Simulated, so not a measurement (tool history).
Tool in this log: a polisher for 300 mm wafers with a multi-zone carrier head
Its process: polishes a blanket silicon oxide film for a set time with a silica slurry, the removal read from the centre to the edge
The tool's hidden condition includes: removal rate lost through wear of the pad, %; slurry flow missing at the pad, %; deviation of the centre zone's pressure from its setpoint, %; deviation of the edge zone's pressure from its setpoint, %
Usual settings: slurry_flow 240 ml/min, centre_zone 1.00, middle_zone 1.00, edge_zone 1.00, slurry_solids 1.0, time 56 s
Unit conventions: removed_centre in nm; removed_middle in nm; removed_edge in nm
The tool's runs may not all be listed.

run   hour  slurry_flow  centre_zone  middle_zone  edge_zone  slurry_solids  time  wafers since the last listed run  wafers polished on this pad  hours since the slurry nozzle was cleaned  hours since the centre zone pressure was calibrated  hours since the edge zone pressure was calibrated  hours since the carrier head's membrane was replaced  incoming thickness of the incoming film, nm  removed_centre  removed_middle  removed_edge
  1    0.0          240         1.00         1.00       1.00            1.0    61                                 0                          216                                      549.8                                                454.3                                             1342.7                                                 386.0                                       1244.1           205.5           211.2         207.8
  2   56.4          270         1.00         0.95       0.90            1.0    36                               540                          756                                      606.2                                                510.7                                             1399.1                                                 442.4                                       1243.3           125.2           118.0         114.9
  3  101.7          240         1.00         1.09       1.00            1.0    72                               433                         1190                                      651.5                                                556.0                                             1444.4                                                 487.7                                       1238.0           241.0           255.3         239.6
     109.0  -- edge zone pressure recalibrated
     168.5  -- centre zone pressure recalibrated
  4  169.0          300         1.00         1.00       1.00            1.0    56                               606                         1796                                      718.8                                                  0.5                                               60.0                                                 555.0                                       1219.9           187.0           185.9         185.9
  5  202.1          240         0.92         1.00       1.00            1.0    37                               317                         2113                                      751.9                                                 33.6                                               93.1                                                 588.1                                       1236.7           110.4           117.8         118.5
  6  251.6          240         1.00         1.00       1.00            1.0    56                               474                         2587                                      801.4                                                 83.1                                              142.6                                                 637.6                                       1239.7           174.2           174.0         175.2
     298.0  -- slurry nozzle cleaned
  7  314.0          265         1.04         1.09       1.05            1.0    56                               588                         3175                                       16.0                                                145.5                                              205.0                                                 700.0                                       1252.7           177.1           186.7         173.5
  8  344.9          240         1.00         0.90       1.00            1.0    56                               295                         3471                                       46.9                                                176.4                                              235.9                                                 730.9                                       1240.9           169.9           153.4         168.9
  9  401.4          240         1.00         1.00       1.00            1.0    43                               541                         4013                                      103.4                                                232.9                                              292.4                                                 787.4                                       1228.4           125.5           127.7         125.5
     414.8  -- worn pad replaced by a new one
 10  438.3          240         1.00         0.95       1.00            1.0    56                               315                          224                                      140.3                                                269.8                                              329.3                                                 824.3                                       1252.0           189.8           186.4         193.4
 11  502.0          265         1.04         1.09       1.05            1.0    56                               610                          834                                      204.0                                                333.5                                              393.0                                                 888.0                                       1256.3           196.1           204.0         195.7
 12  529.2          240         1.00         1.00       1.00            1.0    46                               260                         1095                                      231.2                                                360.7                                              420.2                                                 915.2                                       1237.1           157.2           153.1         153.1
     534.5  -- carrier head's membrane replaced by a new one
 13  584.9          240         1.00         1.00       1.00            1.0    43                               485                         1580                                      286.9                                                416.4                                              475.9                                                  50.4                                       1224.7           139.5           141.7         141.5
 14  631.0          265         0.96         1.00       1.00            1.0    56                               441                         2022                                      333.0                                                462.5                                              522.0                                                  96.5                                       1236.0           180.1           181.8         180.9
 15  702.8          240         1.00         0.91       1.00            1.0    46                               687                         2709                                      404.8                                                534.3                                              593.8                                                 168.3                                       1263.7           143.8           131.3         142.1
 16  736.8          290         1.00         1.00       0.94            1.2    56                               325                         3035                                      438.8                                                568.3                                              627.8                                                 202.3                                       1235.2           190.7           194.5         181.9
     747.4  -- worn pad replaced by a new one
 17  778.8          240         1.00         0.91       1.00            1.0    56                               363                          300                                      480.8                                                610.3                                              669.8                                                 244.3                                       1237.4           186.9           175.9         189.1
 18  845.0          240         1.00         1.00       1.08            1.0    56                               634                          934                                      547.0                                                676.5                                              736.0                                                 310.5                                       1230.0           192.0           187.1         193.6
 19  871.6          285         1.00         1.00       1.00            1.0    46                               254                         1189                                      573.6                                                703.1                                              762.6                                                 337.1                                       1241.8           151.6           155.8         152.5
     896.4  -- centre zone pressure recalibrated
 20  922.8          240         1.00         1.00       1.00            1.0    56                               471                         1660                                      624.8                                                 26.4                                              813.8                                                 388.3                                       1215.7           178.0           179.2         179.3
 21  958.9          300         0.91         1.00       0.97            1.3    56                               345                         2006                                      660.9                                                 62.5                                              849.9                                                 424.4                                       1231.3           186.5           203.7         199.8

Describe how what the log doesn't record of the tool's condition differs between the last listed run preceding each entry between runs and the first listed run following it.
After run 3, before run 4: edge zone pressure recalibrated (hour 109.0); centre zone pressure recalibrated (hour 168.5)
  removal rate lost through wear of the pad, %: 6.01 -> 8.44
  measured value less the no-hidden-state value, removed_centre: -15.4 -> -17.3 nm; removed_middle: -16.3 -> -17.1 nm; removed_edge: -15.3 -> -17.2 nm
After run 6, before run 7: slurry nozzle cleaned (hour 298.0)
  removal rate lost through wear of the pad, %: 11.4 -> 13.7
  measured value less the no-hidden-state value, removed_centre: -22.5 -> -28.1 nm; removed_middle: -22.5 -> -29.6 nm; removed_edge: -22.6 -> -27.5 nm
After run 9, before run 10: worn pad replaced by a new one (hour 414.8)
  removal rate lost through wear of the pad, %: 16.9 -> 1.85
  measured value less the no-hidden-state value, removed_centre: -25.4 -> -3.5 nm; removed_middle: -25.9 -> -3.5 nm; removed_edge: -25.5 -> -3.6 nm
After run 12, before run 13: carrier head's membrane replaced by a new one (hour 534.5)
  removal rate lost through wear of the pad, %: 5.14 -> 7.15
  measured value less the no-hidden-state value, removed_centre: -8.5 -> -10.7 nm; removed_middle: -8.3 -> -11.0 nm; removed_edge: -8.3 -> -10.9 nm
After run 16, before run 17: worn pad replaced by a new one (hour 747.4)
  removal rate lost through wear of the pad, %: 12.7 -> 3.42
  measured value less the no-hidden-state value, removed_centre: -27.6 -> -6.7 nm; removed_middle: -28.1 -> -6.2 nm; removed_edge: -26.4 -> -6.7 nm
After run 19, before run 20: centre zone pressure recalibrated (hour 896.4)
  removal rate lost through wear of the pad, %: 6.78 -> 8.63
  measured value less the no-hidden-state value, removed_centre: -11.0 -> -16.9 nm; removed_middle: -11.3 -> -16.9 nm; removed_edge: -11.1 -> -17.0 nm
